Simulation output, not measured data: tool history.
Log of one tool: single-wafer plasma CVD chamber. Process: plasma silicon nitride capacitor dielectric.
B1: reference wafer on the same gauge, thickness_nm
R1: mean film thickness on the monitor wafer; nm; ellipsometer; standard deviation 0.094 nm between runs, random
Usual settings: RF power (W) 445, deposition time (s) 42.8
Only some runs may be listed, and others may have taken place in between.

{"run": 1, "hour": 0.0, "RF power (W)": 445, "deposition time (s)": 42.8, "B1": 53.111, "R1": 59.632}
{"run": 2, "hour": 17.5, "RF power (W)": 445, "deposition time (s)": 42.8, "B1": 53.125, "R1": 59.717}
{"run": 3, "hour": 37.7, "RF power (W)": 445, "deposition time (s)": 42.8, "B1": 53.097, "R1": 59.699}
{"hour": 42.8, "done": "gauge calibrated"}
{"run": 4, "hour": 55.6, "RF power (W)": 395, "deposition time (s)": 42.8, "B1": 53.102, "R1": 56.452}
{"run": 5, "hour": 70.5, "RF power (W)": 445, "deposition time (s)": 39.6, "B1": 53.112, "R1": 55.173}
{"hour": 85.2, "done": "showerhead replaced"}
{"run": 6, "hour": 85.7, "RF power (W)": 445, "deposition time (s)": 39.6, "B1": 53.107, "R1": 54.987}
{"run": 7, "hour": 93.0, "RF power (W)": 445, "deposition time (s)": 42.8, "B1": 53.102, "R1": 59.504}
{"run": 8, "hour": 105.0, "RF power (W)": 445, "deposition time (s)": 42.8, "B1": 53.11, "R1": 59.437}
{"run": 9, "hour": 118.8, "RF power (W)": 445, "deposition time (s)": 42.8, "B1": 53.109, "R1": 59.417}
{"run": 10, "hour": 129.5, "RF power (W)": 445, "deposition time (s)": 42.8, "B1": 53.101, "R1": 59.496}

Run 11 has not been measured yet. What should we expect?
{"hour": 143.6, "done": "RF generator calibrated"}
{"run": 11, "hour": 144.1, "RF power (W)": 445, "deposition time (s)": 42.8, "B1": "?", "R1": "?"}

B1: 53.077
R1: 62.347 nm
Were there no unlogged condition in the tool, this run, its random variation unchanged, would have produced R1 62.408 nm.

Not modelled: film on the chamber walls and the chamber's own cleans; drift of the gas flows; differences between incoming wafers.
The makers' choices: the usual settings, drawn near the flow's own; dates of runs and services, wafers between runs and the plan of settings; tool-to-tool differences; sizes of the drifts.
